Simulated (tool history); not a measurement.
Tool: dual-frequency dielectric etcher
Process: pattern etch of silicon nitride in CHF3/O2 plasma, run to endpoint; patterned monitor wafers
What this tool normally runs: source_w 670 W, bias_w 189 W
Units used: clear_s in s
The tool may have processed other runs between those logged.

run     day  source_w  bias_w  incoming incoming film thickness, nm  clear_s
  1   0.000       780     162                                  54.3     33.9
  2   2.638       780     162                                  54.4     34.1
  3   5.288       670     189                                  54.5     34.5
  4   8.671       670     189                                  53.8     34.1
  5  16.562       670     189                                  54.3     34.9
  6  20.979       670     189                                  53.9     34.0
  7  23.912       670     189                                  54.2     34.0
  8  25.962       760     189                                  54.4     33.1
  9  28.308       670     178                                  54.0     34.5
 10  32.208       670     178                                  53.9     34.9
 11  34.200       670     225                                  53.8     32.8
 12  37.238       610     217                                  54.2     34.6
 13  41.304       670     157                                  54.3     36.5
 14  44.942       520     189                                  54.2     36.9
 15  48.238       670     189                                  53.6     34.0
 16  50.892       670     225                                  54.3     33.2
 17  54.004       780     162                                  54.0     34.0
 18  58.271       520     226                                  54.4     36.2
 19  62.504       720     212                                  53.4     32.8
 20  65.383       840     159                                  54.5     33.4

Not shown: 6 entries that the log had between the listed runs. Between which runs, and how does the tool's hidden state differ before and after?
In the gap between runs 5 and 6: wet clean of the chamber (day 20.958)
  etch rate over this chamber's usual, %: -2.15 -> 0.342
  measured minus no-state result, clear_s: +0.8 -> -0.1 s
In the gap between runs 8 and 9: upper electrode replaced (day 27.829)
  etch rate over this chamber's usual, %: -0.249 -> -0.528
  measured minus no-state result, clear_s: +0.1 -> +0.2 s
In the gap between runs 9 and 10: source power generator calibrated (day 30.708)
  etch rate over this chamber's usual, %: -0.528 -> -0.99
  measured minus no-state result, clear_s: +0.2 -> +0.4 s
In the gap between runs 10 and 11: bias power generator calibrated (day 32.971)
  etch rate over this chamber's usual, %: -0.99 -> -1.23
  measured minus no-state result, clear_s: +0.4 -> +0.4 s
In the gap between runs 13 and 14: wet clean of the chamber (day 44.483)
  etch rate over this chamber's usual, %: -2.07 -> -0.485
  measured minus no-state result, clear_s: +0.8 -> +0.2 s
In the gap between runs 19 and 20: wet clean of the chamber (day 64.033)
  etch rate over this chamber's usual, %: -2.57 -> -0.252
  measured minus no-state result, clear_s: +0.8 -> +0.1 s
